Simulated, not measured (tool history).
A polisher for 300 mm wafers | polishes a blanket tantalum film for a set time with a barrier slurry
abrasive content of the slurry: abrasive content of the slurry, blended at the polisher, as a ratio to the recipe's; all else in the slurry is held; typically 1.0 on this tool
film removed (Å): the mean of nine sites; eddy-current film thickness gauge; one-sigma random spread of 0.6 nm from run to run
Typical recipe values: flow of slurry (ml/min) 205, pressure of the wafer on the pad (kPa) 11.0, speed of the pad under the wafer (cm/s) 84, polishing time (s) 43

run     day  flow of slurry (ml/min)  pressure of the wafer on the pad (kPa)  speed of the pad under the wafer (cm/s)  abrasive content of the slurry  polishing time (s)  incoming thickness of the incoming film, nm  film removed (Å)
  1   0.000                      205                                    11.0                                       68                             1.0                  43                                        317.2               345
      0.733  -- worn pad replaced by a new one
  2   2.771                      205                                    11.0                                       84                             1.0                  43                                        323.4               443
      2.975  -- slurry nozzle cleaned
      3.775  -- head pressure recalibrated
  3   4.908                      205                                    11.0                                       84                             1.0                  43                                        315.2               425
      6.229  -- slurry blender recalibrated
  4   7.212                      205                                    11.0                                       84                             0.9                  43                                        319.1               397
  5   9.454                      205                                    11.0                                       84                             0.9                  43                                        320.3               399
  6  10.767                      205                                    11.0                                       84                             0.9                  43                                        320.8               401
     11.646  -- worn pad replaced by a new one
  7  12.504                      205                                    11.0                                       84                             1.0                  43                                        319.3               448
     12.625  -- slurry nozzle cleaned
  8  14.046                      205                                    11.0                                       84                             1.0                  43                                        316.8               450
  9  15.279                      205                                    11.0                                       84                             1.0                  43                                        319.2               435
 10  16.608                      205                                    11.0                                       84                             1.0                  51                                        324.5               516
     18.054  -- slurry blender recalibrated
     19.150  -- head pressure recalibrated
 11  19.492                      205                                    11.0                                       84                             1.0                  51                                        319.9               500
     21.517  -- worn pad replaced by a new one
 12  21.538                      205                                    11.0                                       84                             1.0                  43                                        322.2               464
     21.929  -- slurry nozzle cleaned
 13  24.217                      205                                    11.0                                       94                             0.9                  43                                        319.1               462
 14  26.042                      205                                    14.5                                       84                             1.0                  43                                        322.5               528

What does the tool deliver on the next run?
     27.258  -- slurry blender recalibrated
 15  28.738                      175                                     9.7                                      100                             0.9                  43                                        321.7                 ?

Run 15 came out at film removed (Å) 423.
Take away the tool's hidden state, keep the run-to-run variation as it was, and the same run would have given film removed (Å) 466.
